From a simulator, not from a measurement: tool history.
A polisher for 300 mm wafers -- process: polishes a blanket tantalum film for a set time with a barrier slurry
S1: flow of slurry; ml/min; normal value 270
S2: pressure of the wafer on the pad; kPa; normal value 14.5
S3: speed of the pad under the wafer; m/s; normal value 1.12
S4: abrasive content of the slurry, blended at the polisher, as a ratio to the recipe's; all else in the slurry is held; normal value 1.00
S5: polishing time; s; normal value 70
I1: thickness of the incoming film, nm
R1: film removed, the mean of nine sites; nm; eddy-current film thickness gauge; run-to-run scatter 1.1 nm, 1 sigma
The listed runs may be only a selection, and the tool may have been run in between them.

| run | hour | S1 | S2 | S3 | S4 | S5 | I1 | R1 |
|---|---|---|---|---|---|---|---|---|
| 1 | 0.0 | 270 | 14.5 | 1.12 | 1.00 | 70 | 409.8 | 141.6 |
| 2 | 26.0 | 270 | 14.5 | 1.12 | 1.00 | 70 | 408.9 | 139.2 |
| 3 | 93.2 | 270 | 14.5 | 1.12 | 1.00 | 70 | 411.4 | 139.2 |
|  | 97.9 | worn pad replaced by a new one |
| 4 | 124.5 | 270 | 14.5 | 0.90 | 1.00 | 70 | 411.3 | 121.2 |
|  | 139.7 | head pressure recalibrated |
|  | 144.0 | slurry blender recalibrated |
| 5 | 193.0 | 270 | 14.5 | 1.12 | 1.15 | 70 | 414.3 | 153.2 |
| 6 | 258.0 | 270 | 14.5 | 1.12 | 1.00 | 70 | 413.4 | 145.1 |
| 7 | 299.2 | 200 | 14.5 | 1.12 | 1.00 | 70 | 409.6 | 140.5 |
| 8 | 331.1 | 200 | 14.5 | 1.12 | 1.00 | 70 | 412.2 | 141.2 |
|  | 383.2 | slurry nozzle cleaned |
| 9 | 392.4 | 270 | 14.5 | 1.12 | 1.00 | 70 | 409.0 | 143.7 |
| 10 | 459.5 | 270 | 14.5 | 1.12 | 1.00 | 70 | 409.8 | 139.7 |
|  | 470.4 | head pressure recalibrated |
|  | 489.3 | worn pad replaced by a new one |
| 11 | 489.8 | 270 | 14.5 | 1.28 | 1.00 | 48 | 417.4 | 119.2 |
| 12 | 533.1 | 270 | 14.5 | 1.12 | 1.00 | 70 | 413.7 | 150.6 |
|  | 540.7 | slurry blender recalibrated |
| 13 | 567.2 | 270 | 16.5 | 1.12 | 1.00 | 70 | 411.5 | 170.5 |
| 14 | 616.7 | 175 | 14.5 | 1.12 | 1.00 | 61 | 415.5 | 124.9 |
| 15 | 662.3 | 270 | 14.5 | 1.12 | 1.00 | 70 | 407.3 | 145.2 |
| 16 | 696.8 | 270 | 14.5 | 1.12 | 1.00 | 70 | 412.9 | 145.3 |
| 17 | 753.3 | 270 | 14.5 | 1.12 | 1.00 | 70 | 408.2 | 143.8 |
| 18 | 783.4 | 270 | 17.9 | 1.12 | 1.00 | 70 | 411.2 | 177.4 |
| 19 | 829.3 | 315 | 14.5 | 1.12 | 1.00 | 70 | 411.9 | 139.5 |
|  | 867.8 | head pressure recalibrated |
| 20 | 877.3 | 270 | 14.5 | 1.12 | 1.00 | 70 | 406.5 | 138.2 |
|  | 901.5 | worn pad replaced by a new one |
| 21 | 906.3 | 270 | 12.4 | 1.12 | 1.00 | 70 | 411.9 | 131.9 |
|  | 978.5 | slurry blender recalibrated |
| 22 | 979.0 | 270 | 14.5 | 0.82 | 1.00 | 70 | 410.6 | 110.5 |
| 23 | 1044.9 | 270 | 10.3 | 1.12 | 1.00 | 70 | 408.1 | 105.9 |
| 24 | 1069.6 | 270 | 18.6 | 1.00 | 0.70 | 70 | 403.7 | 159.5 |
| 25 | 1129.7 | 270 | 10.3 | 0.96 | 0.90 | 70 | 409.5 | 87.3 |
| 26 | 1178.3 | 330 | 14.5 | 1.12 | 1.00 | 70 | 410.1 | 144.5 |
| 27 | 1214.6 | 215 | 12.4 | 1.30 | 1.00 | 85 | 416.1 | 166.5 |
|  | 1253.0 | slurry nozzle cleaned |
| 28 | 1280.3 | 270 | 10.3 | 1.40 | 1.00 | 70 | 413.5 | 125.3 |
|  | 1287.7 | head pressure recalibrated |
|  | 1317.6 | worn pad replaced by a new one |
| 29 | 1332.0 | 270 | 14.5 | 1.12 | 1.00 | 70 | 408.9 | 150.9 |
| 30 | 1362.8 | 230 | 14.5 | 1.12 | 1.00 | 77 | 409.7 | 163.9 |

Consider 4 possible next runs. They are alternatives, not a sequence: every one starts from the tool as it was left by run 30. What does each give?
| A | 1363.2 | 270 | 14.5 | 1.12 | 1.00 | 70 | 405.2 | ? |
| B | 1363.2 | 270 | 14.5 | 1.12 | 1.00 | 89 | 405.2 | ? |
| C | 1363.2 | 295 | 14.5 | 1.46 | 0.75 | 70 | 405.2 | ? |
| D | 1363.2 | 270 | 14.5 | 1.12 | 0.75 | 70 | 405.2 | ? |

| run | R1 |
|---|---|
| A | 149.7 |
| B | 190.3 |
| C | 188.0 |
| D | 143.2 |
What these runs would have given with no unlogged condition in the tool:
| run | R1 |
|---|---|
| A | 152.5 |
| B | 193.9 |
| C | 191.5 |
| D | 145.9 |
